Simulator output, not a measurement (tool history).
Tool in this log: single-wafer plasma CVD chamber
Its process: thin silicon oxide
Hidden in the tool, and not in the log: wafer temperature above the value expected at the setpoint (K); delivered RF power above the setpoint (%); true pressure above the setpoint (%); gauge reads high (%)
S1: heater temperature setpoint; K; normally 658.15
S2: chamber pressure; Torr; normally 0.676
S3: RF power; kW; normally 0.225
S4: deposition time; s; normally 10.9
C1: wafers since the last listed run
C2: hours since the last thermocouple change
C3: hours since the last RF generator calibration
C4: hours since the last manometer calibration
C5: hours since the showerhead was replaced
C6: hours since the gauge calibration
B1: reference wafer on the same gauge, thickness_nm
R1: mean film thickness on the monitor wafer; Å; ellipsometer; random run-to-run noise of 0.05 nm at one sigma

run   hour      S1     S2     S3    S4    C1      C2      C3      C4      C5     C6      B1      R1
  1    0.0  658.15  0.558  0.225  10.9     0  2581.2  1198.9  1733.8  5075.5  209.7  15.702  116.87
      21.7  -- gauge calibrated
  2   31.2  658.15  0.558  0.225  10.9  1003  2612.4  1230.1  1765.0  5106.7    9.5  15.699  117.18
  3   48.7  658.15  0.558  0.225  10.9   562  2629.9  1247.6  1782.5  5124.2   27.0  15.694  117.20
  4   72.4  658.15  0.676  0.225  10.9   762  2653.6  1271.3  1806.2  5147.9   50.7  15.699  141.72
  5  112.3  658.15  0.676  0.225  10.9  1283  2693.5  1311.2  1846.1  5187.8   90.6  15.710  141.20
  6  129.2  658.15  0.676  0.225  10.9   543  2710.4  1328.1  1863.0  5204.7  107.5  15.708  139.71
     156.4  -- thermocouple changed; heater temperature recalibrated
  7  156.9  658.15  0.676  0.225  10.9   633     0.5  1355.8  1890.7  5232.4  135.2  15.705  140.35
  8  166.3  668.15  0.676  0.225  10.9   302     9.9  1365.2  1900.1  5241.8  144.6  15.685  138.78
  9  187.5  658.15  0.676  0.225  12.4   681    31.1  1386.4  1921.3  5263.0  165.8  15.698  159.01
 10  205.8  658.15  0.676  0.225  10.9   588    49.4  1404.7  1939.6  5281.3  184.1  15.707  139.58
     215.5  -- showerhead replaced
     220.1  -- capacitance manometer re-zeroed and calibrated
 11  223.2  665.15  0.557  0.250  13.0   156    66.8  1422.1     3.1     7.7  201.5  15.708  160.92
     228.8  -- gauge calibrated
     241.4  -- RF generator calibrated
 12  241.9  662.15  0.826  0.195  10.9   344    85.5     0.5    21.8    26.4   13.1  15.702  179.27
 13  269.3  651.15  0.537  0.225  10.9   881   112.9    27.9    49.2    53.8   40.5  15.702  129.02
 14  289.5  668.15  0.676  0.225  12.1   649   133.1    48.1    69.4    74.0   60.7  15.704  178.09
 15  315.4  665.15  0.557  0.250  13.0   833   159.0    74.0    95.3    99.9   86.6  15.701  167.73
 16  338.2  658.15  0.791  0.250  10.9   733   181.8    96.8   118.1   122.7  109.4  15.701  200.96
 17  356.8  649.15  0.633  0.215  12.4   598   200.4   115.4   136.7   141.3  128.0  15.695  168.05
 18  384.7  658.15  0.676  0.225  10.9   897   228.3   143.3   164.6   169.2  155.9  15.695  160.62
 19  413.2  647.15  0.676  0.225  10.9   916   256.8   171.8   193.1   197.7  184.4  15.694  161.82
 20  426.6  658.15  0.676  0.225  10.9   430   270.2   185.2   206.5   211.1  197.8  15.688  160.68

Here are 4 independent what-if runs from the current tool condition. What would each one return?
  A  427.0  658.15  0.676  0.225  10.9  12  270.6  185.6  206.9  211.5  198.2   ?   ?
  B  427.0  658.15  0.572  0.225   9.2  12  270.6  185.6  206.9  211.5  198.2   ?   ?
  C  427.0  644.15  0.676  0.225  10.9  12  270.6  185.6  206.9  211.5  198.2   ?   ?
  D  427.0  658.15  0.676  0.265  10.3  12  270.6  185.6  206.9  211.5  198.2   ?   ?

run      B1      R1
  A  15.707  159.54
  B  15.707  113.76
  C  15.707  161.25
  D  15.707  165.71
What these runs would have given with no unlogged condition in the tool:
run      R1
  A  162.67
  B  116.03
  C  164.40
  D  168.87
